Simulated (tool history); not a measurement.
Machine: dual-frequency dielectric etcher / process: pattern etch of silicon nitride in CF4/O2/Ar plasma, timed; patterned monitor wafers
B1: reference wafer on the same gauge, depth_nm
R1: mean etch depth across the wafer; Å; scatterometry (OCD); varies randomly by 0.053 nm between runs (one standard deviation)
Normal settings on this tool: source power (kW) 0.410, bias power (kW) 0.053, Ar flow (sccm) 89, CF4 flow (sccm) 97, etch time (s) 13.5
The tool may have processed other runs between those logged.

{"run": 1, "hour": 0.0, "source power (kW)": 0.46, "bias power (kW)": 0.053, "Ar flow (sccm)": 74, "CF4 flow (sccm)": 97, "etch time (s)": 17.0, "B1": 28.49, "R1": 351.8}
{"hour": 5.1, "done": "gauge calibrated"}
{"run": 2, "hour": 42.0, "source power (kW)": 0.41, "bias power (kW)": 0.058, "Ar flow (sccm)": 107, "CF4 flow (sccm)": 97, "etch time (s)": 13.5, "B1": 28.48, "R1": 255.8}
{"hour": 94.0, "done": "wet clean of the chamber"}
{"run": 3, "hour": 133.3, "source power (kW)": 0.41, "bias power (kW)": 0.053, "Ar flow (sccm)": 89, "CF4 flow (sccm)": 97, "etch time (s)": 13.5, "B1": 28.5, "R1": 249.8}
{"run": 4, "hour": 354.7, "source power (kW)": 0.41, "bias power (kW)": 0.053, "Ar flow (sccm)": 89, "CF4 flow (sccm)": 97, "etch time (s)": 13.5, "B1": 28.51, "R1": 250.2}
{"run": 5, "hour": 419.2, "source power (kW)": 0.41, "bias power (kW)": 0.053, "Ar flow (sccm)": 79, "CF4 flow (sccm)": 87, "etch time (s)": 13.5, "B1": 28.52, "R1": 250.2}
{"run": 6, "hour": 500.1, "source power (kW)": 0.41, "bias power (kW)": 0.053, "Ar flow (sccm)": 89, "CF4 flow (sccm)": 97, "etch time (s)": 13.5, "B1": 28.48, "R1": 249.6}
{"run": 7, "hour": 548.4, "source power (kW)": 0.47, "bias power (kW)": 0.053, "Ar flow (sccm)": 89, "CF4 flow (sccm)": 97, "etch time (s)": 13.5, "B1": 28.51, "R1": 278.3}
{"run": 8, "hour": 641.4, "source power (kW)": 0.41, "bias power (kW)": 0.053, "Ar flow (sccm)": 89, "CF4 flow (sccm)": 97, "etch time (s)": 13.5, "B1": 28.51, "R1": 248.9}
{"hour": 736.9, "done": "wet clean of the chamber"}
{"run": 9, "hour": 737.4, "source power (kW)": 0.36, "bias power (kW)": 0.053, "Ar flow (sccm)": 89, "CF4 flow (sccm)": 92, "etch time (s)": 13.5, "B1": 28.52, "R1": 225.4}
{"hour": 743.1, "done": "bias power generator calibrated"}
{"hour": 788.3, "done": "source power generator calibrated"}
{"run": 10, "hour": 788.8, "source power (kW)": 0.41, "bias power (kW)": 0.053, "Ar flow (sccm)": 96, "CF4 flow (sccm)": 97, "etch time (s)": 13.5, "B1": 28.48, "R1": 247.4}
{"run": 11, "hour": 832.8, "source power (kW)": 0.41, "bias power (kW)": 0.061, "Ar flow (sccm)": 89, "CF4 flow (sccm)": 97, "etch time (s)": 13.5, "B1": 28.49, "R1": 265.5}
{"run": 12, "hour": 890.1, "source power (kW)": 0.41, "bias power (kW)": 0.053, "Ar flow (sccm)": 89, "CF4 flow (sccm)": 97, "etch time (s)": 17.0, "B1": 28.51, "R1": 314.5}
{"run": 13, "hour": 944.7, "source power (kW)": 0.47, "bias power (kW)": 0.046, "Ar flow (sccm)": 96, "CF4 flow (sccm)": 97, "etch time (s)": 11.0, "B1": 28.51, "R1": 210.6}
{"run": 14, "hour": 1026.4, "source power (kW)": 0.46, "bias power (kW)": 0.053, "Ar flow (sccm)": 89, "CF4 flow (sccm)": 97, "etch time (s)": 15.5, "B1": 28.5, "R1": 312.8}
{"run": 15, "hour": 1071.9, "source power (kW)": 0.41, "bias power (kW)": 0.062, "Ar flow (sccm)": 89, "CF4 flow (sccm)": 84, "etch time (s)": 13.5, "B1": 28.51, "R1": 264.0}
{"run": 16, "hour": 1108.8, "source power (kW)": 0.41, "bias power (kW)": 0.06, "Ar flow (sccm)": 105, "CF4 flow (sccm)": 97, "etch time (s)": 10.0, "B1": 28.51, "R1": 193.1}
{"run": 17, "hour": 1195.2, "source power (kW)": 0.41, "bias power (kW)": 0.065, "Ar flow (sccm)": 100, "CF4 flow (sccm)": 112, "etch time (s)": 13.5, "B1": 28.52, "R1": 276.6}
{"run": 18, "hour": 1232.8, "source power (kW)": 0.33, "bias power (kW)": 0.045, "Ar flow (sccm)": 89, "CF4 flow (sccm)": 77, "etch time (s)": 13.5, "B1": 28.5, "R1": 190.1}
{"run": 19, "hour": 1311.9, "source power (kW)": 0.32, "bias power (kW)": 0.053, "Ar flow (sccm)": 96, "CF4 flow (sccm)": 111, "etch time (s)": 13.5, "B1": 28.5, "R1": 209.5}
{"hour": 1358.0, "done": "wet clean of the chamber"}
{"run": 20, "hour": 1386.6, "source power (kW)": 0.41, "bias power (kW)": 0.053, "Ar flow (sccm)": 89, "CF4 flow (sccm)": 97, "etch time (s)": 13.5, "B1": 28.54, "R1": 249.1}

5 ways to go on from here, each from the tool as it stands after run 20. What would each give?
{"run": "A", "hour": 1387.0, "source power (kW)": 0.41, "bias power (kW)": 0.046, "Ar flow (sccm)": 89, "CF4 flow (sccm)": 97, "etch time (s)": 13.5, "B1": "?", "R1": "?"}
{"run": "B", "hour": 1387.0, "source power (kW)": 0.41, "bias power (kW)": 0.053, "Ar flow (sccm)": 109, "CF4 flow (sccm)": 89, "etch time (s)": 13.5, "B1": "?", "R1": "?"}
{"run": "C", "hour": 1387.0, "source power (kW)": 0.41, "bias power (kW)": 0.045, "Ar flow (sccm)": 82, "CF4 flow (sccm)": 97, "etch time (s)": 13.5, "B1": "?", "R1": "?"}
{"run": "D", "hour": 1387.0, "source power (kW)": 0.41, "bias power (kW)": 0.057, "Ar flow (sccm)": 89, "CF4 flow (sccm)": 97, "etch time (s)": 13.5, "B1": "?", "R1": "?"}
{"run": "E", "hour": 1387.0, "source power (kW)": 0.41, "bias power (kW)": 0.053, "Ar flow (sccm)": 89, "CF4 flow (sccm)": 90, "etch time (s)": 13.5, "B1": "?", "R1": "?"}

run=A B1=28.53 R1=234.1
run=B B1=28.53 R1=241.4
run=C B1=28.53 R1=233.8
run=D B1=28.53 R1=258.3
run=E B1=28.53 R1=247.3
Take away the tool's hidden state, keep each run's random variation, and the runs would have read:
run=A R1=234.1
run=B R1=241.4
run=C R1=233.8
run=D R1=258.3
run=E R1=247.3
